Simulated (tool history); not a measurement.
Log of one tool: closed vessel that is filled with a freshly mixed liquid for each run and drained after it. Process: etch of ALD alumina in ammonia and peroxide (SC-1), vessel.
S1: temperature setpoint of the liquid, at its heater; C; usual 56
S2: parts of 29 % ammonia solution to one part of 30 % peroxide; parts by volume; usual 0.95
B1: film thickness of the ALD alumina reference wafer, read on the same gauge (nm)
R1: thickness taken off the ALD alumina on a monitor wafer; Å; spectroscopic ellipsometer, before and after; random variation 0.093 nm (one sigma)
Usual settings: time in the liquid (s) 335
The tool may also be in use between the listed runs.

run 1 day=0 | S1=56 S2=0.95 time_in_the_liquid_(s)=335 | B1=30 | R1=174.7
run 2 day=4.096 | S1=56 S2=0.95 time_in_the_liquid_(s)=335 | B1=30 | R1=173.5
run 3 day=5.033 | S1=56 S2=0.95 time_in_the_liquid_(s)=335 | B1=29.98 | R1=172.5
run 4 day=6.138 | S1=56 S2=0.95 time_in_the_liquid_(s)=335 | B1=30.02 | R1=172.4
run 5 day=7.208 | S1=56 S2=0.95 time_in_the_liquid_(s)=335 | B1=30 | R1=172.6
-- day=7.562 thermometer replaced
run 6 day=8.271 | S1=56 S2=0.95 time_in_the_liquid_(s)=335 | B1=29.96 | R1=160.1
run 7 day=9.108 | S1=56 S2=0.95 time_in_the_liquid_(s)=335 | B1=29.98 | R1=159.8
run 8 day=10.192 | S1=56 S2=0.95 time_in_the_liquid_(s)=335 | B1=29.97 | R1=158
run 9 day=11.425 | S1=56 S2=0.95 time_in_the_liquid_(s)=335 | B1=29.98 | R1=159
run 10 day=12.012 | S1=64.5 S2=0.75 time_in_the_liquid_(s)=150 | B1=30.04 | R1=108
-- day=12.054 gauge calibrated
-- day=12.883 thermometer replaced, repeated, since the last time left the tool worse
run 11 day=13.917 | S1=56 S2=0.95 time_in_the_liquid_(s)=335 | B1=30 | R1=183.7
run 12 day=14.938 | S1=56 S2=0.8 time_in_the_liquid_(s)=335 | B1=29.97 | R1=182.4
run 13 day=15.688 | S1=48.5 S2=0.95 time_in_the_liquid_(s)=410 | B1=30.01 | R1=150.7
run 14 day=16.283 | S1=56 S2=0.7 time_in_the_liquid_(s)=335 | B1=30 | R1=180.6
-- day=16.796 new drum of ammonia solution connected
run 15 day=17.308 | S1=51.5 S2=0.8 time_in_the_liquid_(s)=440 | B1=30 | R1=186.5
-- day=17.362 ammonia flow meter replaced
run 16 day=18.25 | S1=60 S2=0.95 time_in_the_liquid_(s)=335 | B1=30.02 | R1=227.7
run 17 day=19.312 | S1=63 S2=0.8 time_in_the_liquid_(s)=235 | B1=29.99 | R1=182.2
run 18 day=20.767 | S1=56 S2=0.95 time_in_the_liquid_(s)=495 | B1=29.99 | R1=272.6
run 19 day=24.771 | S1=56 S2=0.95 time_in_the_liquid_(s)=495 | B1=29.96 | R1=269.9

5 ways to go on from here, each from the tool as it stands after run 19. What would each give?
run A day=24.8 | S1=52.5 S2=0.95 time_in_the_liquid_(s)=335 | B1=? | R1=?
run B day=24.8 | S1=51.5 S2=0.65 time_in_the_liquid_(s)=405 | B1=? | R1=?
run C day=24.8 | S1=50 S2=0.95 time_in_the_liquid_(s)=335 | B1=? | R1=?
run D day=24.8 | S1=47.5 S2=0.6 time_in_the_liquid_(s)=180 | B1=? | R1=?
run E day=24.8 | S1=52 S2=1.2 time_in_the_liquid_(s)=510 | B1=? | R1=?

run=A B1=29.99 R1=151.9
run=B B1=29.99 R1=167.8
run=C B1=29.99 R1=132.5
run=D B1=29.99 R1=59.3
run=E B1=29.99 R1=230.2
Without the tool's hidden state the same runs would have given:
run=A R1=156.6
run=B R1=173
run=C R1=136.7
run=D R1=61.2
run=E R1=237.3
